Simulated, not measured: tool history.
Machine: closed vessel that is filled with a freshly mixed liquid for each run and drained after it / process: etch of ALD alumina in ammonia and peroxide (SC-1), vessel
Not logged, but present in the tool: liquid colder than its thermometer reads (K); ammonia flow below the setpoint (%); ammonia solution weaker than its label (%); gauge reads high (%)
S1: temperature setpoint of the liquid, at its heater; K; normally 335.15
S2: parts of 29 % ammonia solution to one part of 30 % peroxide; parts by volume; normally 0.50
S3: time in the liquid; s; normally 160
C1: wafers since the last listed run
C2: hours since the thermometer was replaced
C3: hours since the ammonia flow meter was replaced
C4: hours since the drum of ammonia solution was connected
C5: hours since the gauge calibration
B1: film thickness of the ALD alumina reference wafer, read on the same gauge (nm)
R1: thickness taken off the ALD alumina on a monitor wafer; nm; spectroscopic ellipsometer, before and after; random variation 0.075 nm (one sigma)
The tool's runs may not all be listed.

| run | hour | S1 | S2 | S3 | C1 | C2 | C3 | C4 | C5 | B1 | R1 |
|---|---|---|---|---|---|---|---|---|---|---|---|
| 1 | 0.0 | 335.15 | 0.50 | 160 | 0 | 290.2 | 1193.5 | 623.2 | 355.0 | 30.02 | 13.43 |
| 2 | 29.6 | 335.15 | 0.50 | 160 | 3710 | 319.8 | 1223.1 | 652.8 | 384.6 | 30.01 | 13.43 |
| 3 | 58.7 | 335.15 | 0.50 | 160 | 3647 | 348.9 | 1252.2 | 681.9 | 413.7 | 29.98 | 13.28 |
| 4 | 202.0 | 335.15 | 0.55 | 160 | 17961 | 492.2 | 1395.5 | 825.2 | 557.0 | 30.00 | 13.38 |
| 5 | 231.7 | 335.15 | 0.50 | 160 | 3722 | 521.9 | 1425.2 | 854.9 | 586.7 | 30.00 | 13.25 |
| 6 | 257.4 | 335.15 | 0.50 | 160 | 3221 | 547.6 | 1450.9 | 880.6 | 612.4 | 29.97 | 13.30 |
| 7 | 307.6 | 335.15 | 0.50 | 160 | 6292 | 597.8 | 1501.1 | 930.8 | 662.6 | 30.01 | 13.14 |
| 8 | 371.3 | 335.15 | 0.50 | 235 | 7984 | 661.5 | 1564.8 | 994.5 | 726.3 | 30.00 | 19.28 |
| 9 | 395.5 | 335.15 | 0.50 | 235 | 3033 | 685.7 | 1589.0 | 1018.7 | 750.5 | 29.99 | 19.23 |
|  | 422.1 | gauge calibrated |
|  | 463.7 | new drum of ammonia solution connected |
| 10 | 466.3 | 335.15 | 0.50 | 160 | 8748 | 756.5 | 1659.8 | 2.6 | 44.2 | 29.99 | 13.10 |
| 11 | 492.5 | 335.15 | 0.50 | 160 | 3283 | 782.7 | 1686.0 | 28.8 | 70.4 | 29.96 | 13.09 |
| 12 | 523.1 | 326.65 | 0.50 | 160 | 3835 | 813.3 | 1716.6 | 59.4 | 101.0 | 30.00 | 8.40 |
| 13 | 555.1 | 335.15 | 0.35 | 115 | 4010 | 845.3 | 1748.6 | 91.4 | 133.0 | 30.01 | 9.11 |
| 14 | 592.7 | 325.15 | 0.70 | 65 | 4712 | 882.9 | 1786.2 | 129.0 | 170.6 | 29.99 | 3.24 |
| 15 | 648.2 | 335.15 | 0.50 | 235 | 6956 | 938.4 | 1841.7 | 184.5 | 226.1 | 29.97 | 19.10 |
| 16 | 681.3 | 340.15 | 0.40 | 225 | 4148 | 971.5 | 1874.8 | 217.6 | 259.2 | 30.00 | 22.89 |
|  | 723.7 | thermometer replaced |
| 17 | 724.3 | 338.65 | 0.65 | 80 | 5264 | 0.6 | 1917.8 | 260.6 | 302.2 | 30.01 | 8.22 |
|  | 735.8 | ammonia flow meter replaced |
| 18 | 754.7 | 326.65 | 0.50 | 160 | 3685 | 31.0 | 18.9 | 291.0 | 332.6 | 29.99 | 8.59 |
| 19 | 800.6 | 330.65 | 0.30 | 220 | 5753 | 76.9 | 64.8 | 336.9 | 378.5 | 30.02 | 13.97 |

Run 20 comes next. What will it give?
| 20 | 848.1 | 337.65 | 0.25 | 230 | 5953 | 124.4 | 112.3 | 384.4 | 426.0 | ? | ? |

{"run 20": {"B1": 29.98, "R1": 20.41}}
If the tool had no hidden condition, the same run with the same run-to-run variation would have returned R1 20.65 nm.
